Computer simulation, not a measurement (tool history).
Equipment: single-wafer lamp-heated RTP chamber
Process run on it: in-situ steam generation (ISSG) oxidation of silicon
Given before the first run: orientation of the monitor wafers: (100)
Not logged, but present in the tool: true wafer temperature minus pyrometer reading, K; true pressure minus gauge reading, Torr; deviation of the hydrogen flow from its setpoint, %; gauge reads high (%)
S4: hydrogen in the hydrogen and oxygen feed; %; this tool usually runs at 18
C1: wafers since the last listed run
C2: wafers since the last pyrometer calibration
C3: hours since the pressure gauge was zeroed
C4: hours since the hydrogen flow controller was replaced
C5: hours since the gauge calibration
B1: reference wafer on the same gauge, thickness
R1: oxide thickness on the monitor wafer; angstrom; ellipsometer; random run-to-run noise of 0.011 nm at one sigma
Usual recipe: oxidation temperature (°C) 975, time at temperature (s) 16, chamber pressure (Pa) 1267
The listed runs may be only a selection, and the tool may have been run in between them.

{"run": 1, "day": 0.0, "oxidation temperature (°C)": 975, "time at temperature (s)": 16, "chamber pressure (Pa)": 1107, "S4": 18, "C1": 0, "C2": 1979, "C3": 1498.2, "C4": 2571.3, "C5": 1422.9, "B1": 4.196, "R1": 43.8}
{"run": 2, "day": 2.8, "oxidation temperature (°C)": 975, "time at temperature (s)": 16, "chamber pressure (Pa)": 1267, "S4": 18, "C1": 1174, "C2": 3154, "C3": 1565.4, "C4": 2638.5, "C5": 1490.1, "B1": 4.188, "R1": 43.39}
{"run": 3, "day": 6.146, "oxidation temperature (°C)": 975, "time at temperature (s)": 16, "chamber pressure (Pa)": 1267, "S4": 18, "C1": 1403, "C2": 4557, "C3": 1645.7, "C4": 2718.8, "C5": 1570.4, "B1": 4.19, "R1": 43.4}
{"day": 8.596, "done": "pressure gauge zeroed"}
{"run": 4, "day": 10.088, "oxidation temperature (°C)": 975, "time at temperature (s)": 16, "chamber pressure (Pa)": 1267, "S4": 18, "C1": 1513, "C2": 6070, "C3": 35.8, "C4": 2813.4, "C5": 1665, "B1": 4.193, "R1": 43.4}
{"run": 5, "day": 12.396, "oxidation temperature (°C)": 975, "time at temperature (s)": 16, "chamber pressure (Pa)": 1267, "S4": 18, "C1": 968, "C2": 7038, "C3": 91.2, "C4": 2868.8, "C5": 1720.4, "B1": 4.186, "R1": 43.66}
{"day": 14.054, "done": "pyrometer window cleaned and pyrometer calibrated"}
{"run": 6, "day": 16.629, "oxidation temperature (°C)": 975, "time at temperature (s)": 16, "chamber pressure (Pa)": 1267, "S4": 18, "C1": 1635, "C2": 1080, "C3": 192.8, "C4": 2970.4, "C5": 1822, "B1": 4.185, "R1": 43.21}
{"run": 7, "day": 18.658, "oxidation temperature (°C)": 975, "time at temperature (s)": 16, "chamber pressure (Pa)": 1267, "S4": 18, "C1": 851, "C2": 1931, "C3": 241.5, "C4": 3019.1, "C5": 1870.7, "B1": 4.189, "R1": 43.56}
{"run": 8, "day": 22.45, "oxidation temperature (°C)": 965, "time at temperature (s)": 16, "chamber pressure (Pa)": 1267, "S4": 13, "C1": 1590, "C2": 3521, "C3": 332.5, "C4": 3110.1, "C5": 1961.7, "B1": 4.187, "R1": 39.19}
{"run": 9, "day": 25.283, "oxidation temperature (°C)": 965, "time at temperature (s)": 16, "chamber pressure (Pa)": 1267, "S4": 13, "C1": 1188, "C2": 4709, "C3": 400.5, "C4": 3178.1, "C5": 2029.7, "B1": 4.187, "R1": 39.23}
{"run": 10, "day": 29.579, "oxidation temperature (°C)": 975, "time at temperature (s)": 11, "chamber pressure (Pa)": 1360, "S4": 18, "C1": 1801, "C2": 6511, "C3": 503.6, "C4": 3281.2, "C5": 2132.8, "B1": 4.187, "R1": 36.85}
{"day": 31.862, "done": "pyrometer window cleaned and pyrometer calibrated"}
{"run": 11, "day": 33.625, "oxidation temperature (°C)": 975, "time at temperature (s)": 16, "chamber pressure (Pa)": 1320, "S4": 26, "C1": 1557, "C2": 739, "C3": 600.7, "C4": 3378.3, "C5": 2229.9, "B1": 4.193, "R1": 47.49}
{"day": 34.971, "done": "gauge calibrated"}
{"day": 38.071, "done": "hydrogen flow controller replaced"}
{"run": 12, "day": 40.821, "oxidation temperature (°C)": 975, "time at temperature (s)": 16, "chamber pressure (Pa)": 1320, "S4": 26, "C1": 2878, "C2": 3617, "C3": 773.4, "C4": 66, "C5": 140.4, "B1": 4.191, "R1": 47.9}
{"run": 13, "day": 43.871, "oxidation temperature (°C)": 975, "time at temperature (s)": 16, "chamber pressure (Pa)": 1320, "S4": 26, "C1": 1279, "C2": 4896, "C3": 846.6, "C4": 139.2, "C5": 213.6, "B1": 4.191, "R1": 47.74}
{"run": 14, "day": 46.304, "oxidation temperature (°C)": 975, "time at temperature (s)": 16, "chamber pressure (Pa)": 1267, "S4": 18, "C1": 1020, "C2": 5917, "C3": 905, "C4": 197.6, "C5": 272, "B1": 4.191, "R1": 44.34}
{"day": 49.133, "done": "pyrometer window cleaned and pyrometer calibrated, repeated, since the last time left the tool worse"}
{"run": 15, "day": 49.154, "oxidation temperature (°C)": 987, "time at temperature (s)": 20, "chamber pressure (Pa)": 1267, "S4": 13, "C1": 1055, "C2": 7, "C3": 973.4, "C4": 266, "C5": 340.4, "B1": 4.191, "R1": 46.25}
{"run": 16, "day": 50.833, "oxidation temperature (°C)": 975, "time at temperature (s)": 16, "chamber pressure (Pa)": 1267, "S4": 11, "C1": 704, "C2": 712, "C3": 1013.7, "C4": 306.3, "C5": 380.7, "B1": 4.192, "R1": 38.71}
{"run": 17, "day": 55.279, "oxidation temperature (°C)": 987, "time at temperature (s)": 16, "chamber pressure (Pa)": 1080, "S4": 18, "C1": 1864, "C2": 2576, "C3": 1120.4, "C4": 413, "C5": 487.4, "B1": 4.196, "R1": 45.76}
{"run": 18, "day": 57.342, "oxidation temperature (°C)": 975, "time at temperature (s)": 22, "chamber pressure (Pa)": 1267, "S4": 15, "C1": 865, "C2": 3441, "C3": 1169.9, "C4": 462.5, "C5": 536.9, "B1": 4.19, "R1": 47.96}
{"run": 19, "day": 61.804, "oxidation temperature (°C)": 975, "time at temperature (s)": 16, "chamber pressure (Pa)": 1267, "S4": 18, "C1": 1871, "C2": 5313, "C3": 1277, "C4": 569.6, "C5": 644, "B1": 4.192, "R1": 43.46}
{"run": 20, "day": 64.958, "oxidation temperature (°C)": 968, "time at temperature (s)": 16, "chamber pressure (Pa)": 1267, "S4": 12, "C1": 1322, "C2": 6636, "C3": 1352.7, "C4": 645.3, "C5": 719.7, "B1": 4.196, "R1": 38.99}
{"day": 67.008, "done": "pyrometer window cleaned and pyrometer calibrated"}
{"run": 21, "day": 68.725, "oxidation temperature (°C)": 975, "time at temperature (s)": 13, "chamber pressure (Pa)": 1360, "S4": 15, "C1": 1439, "C2": 719, "C3": 1443.1, "C4": 735.7, "C5": 810.1, "B1": 4.188, "R1": 37.7}
{"run": 22, "day": 72.162, "oxidation temperature (°C)": 975, "time at temperature (s)": 16, "chamber pressure (Pa)": 1267, "S4": 18, "C1": 1441, "C2": 2161, "C3": 1525.6, "C4": 818.2, "C5": 892.6, "B1": 4.194, "R1": 43.31}
{"day": 74.133, "done": "pressure gauge zeroed"}
{"run": 23, "day": 75.842, "oxidation temperature (°C)": 975, "time at temperature (s)": 16, "chamber pressure (Pa)": 1267, "S4": 18, "C1": 1403, "C2": 3564, "C3": 41, "C4": 906.5, "C5": 980.9, "B1": 4.192, "R1": 43.29}
{"run": 24, "day": 79.775, "oxidation temperature (°C)": 975, "time at temperature (s)": 16, "chamber pressure (Pa)": 1360, "S4": 18, "C1": 1649, "C2": 5214, "C3": 135.4, "C4": 1000.9, "C5": 1075.3, "B1": 4.192, "R1": 42.96}
{"run": 25, "day": 81.358, "oxidation temperature (°C)": 975, "time at temperature (s)": 14, "chamber pressure (Pa)": 1360, "S4": 23, "C1": 664, "C2": 5878, "C3": 173.4, "C4": 1038.9, "C5": 1113.3, "B1": 4.196, "R1": 42.61}
{"day": 83.833, "done": "pyrometer window cleaned and pyrometer calibrated"}
{"run": 26, "day": 84.5, "oxidation temperature (°C)": 975, "time at temperature (s)": 16, "chamber pressure (Pa)": 1267, "S4": 18, "C1": 1177, "C2": 280, "C3": 248.8, "C4": 1114.3, "C5": 1188.7, "B1": 4.186, "R1": 43.14}
{"run": 27, "day": 91.212, "oxidation temperature (°C)": 985, "time at temperature (s)": 16, "chamber pressure (Pa)": 1267, "S4": 18, "C1": 2815, "C2": 3095, "C3": 409.9, "C4": 1275.4, "C5": 1349.8, "B1": 4.188, "R1": 44.62}
{"run": 28, "day": 94.858, "oxidation temperature (°C)": 975, "time at temperature (s)": 16, "chamber pressure (Pa)": 1267, "S4": 18, "C1": 1529, "C2": 4624, "C3": 497.4, "C4": 1362.9, "C5": 1437.3, "B1": 4.191, "R1": 43.56}

Each row is a separate what-if for the run after 28, all from the same tool condition, not one after another. Results?
{"run": "A", "day": 94.875, "oxidation temperature (°C)": 975, "time at temperature (s)": 16, "chamber pressure (Pa)": 1267, "S4": 18, "C1": 6, "C2": 4631, "C3": 497.8, "C4": 1363.3, "C5": 1437.7, "B1": "?", "R1": "?"}
{"run": "B", "day": 94.875, "oxidation temperature (°C)": 993, "time at temperature (s)": 14, "chamber pressure (Pa)": 1360, "S4": 15, "C1": 6, "C2": 4631, "C3": 497.8, "C4": 1363.3, "C5": 1437.7, "B1": "?", "R1": "?"}
{"run": "C", "day": 94.875, "oxidation temperature (°C)": 975, "time at temperature (s)": 16, "chamber pressure (Pa)": 1267, "S4": 12, "C1": 6, "C2": 4631, "C3": 497.8, "C4": 1363.3, "C5": 1437.7, "B1": "?", "R1": "?"}
{"run": "D", "day": 94.875, "oxidation temperature (°C)": 958, "time at temperature (s)": 14, "chamber pressure (Pa)": 1360, "S4": 23, "C1": 6, "C2": 4631, "C3": 497.8, "C4": 1363.3, "C5": 1437.7, "B1": "?", "R1": "?"}
{"run": "E", "day": 94.875, "oxidation temperature (°C)": 975, "time at temperature (s)": 11, "chamber pressure (Pa)": 1267, "S4": 18, "C1": 6, "C2": 4631, "C3": 497.8, "C4": 1363.3, "C5": 1437.7, "B1": "?", "R1": "?"}

run=A B1=4.195 R1=43.49
run=B B1=4.195 R1=41.43
run=C B1=4.195 R1=39.87
run=D B1=4.195 R1=40.77
run=E B1=4.195 R1=37.24
With the hidden condition removed and each run's random variation left untouched, the same runs would have given:
run=A R1=43.15
run=B R1=41.08
run=C R1=39.56
run=D R1=40.5
run=E R1=36.99

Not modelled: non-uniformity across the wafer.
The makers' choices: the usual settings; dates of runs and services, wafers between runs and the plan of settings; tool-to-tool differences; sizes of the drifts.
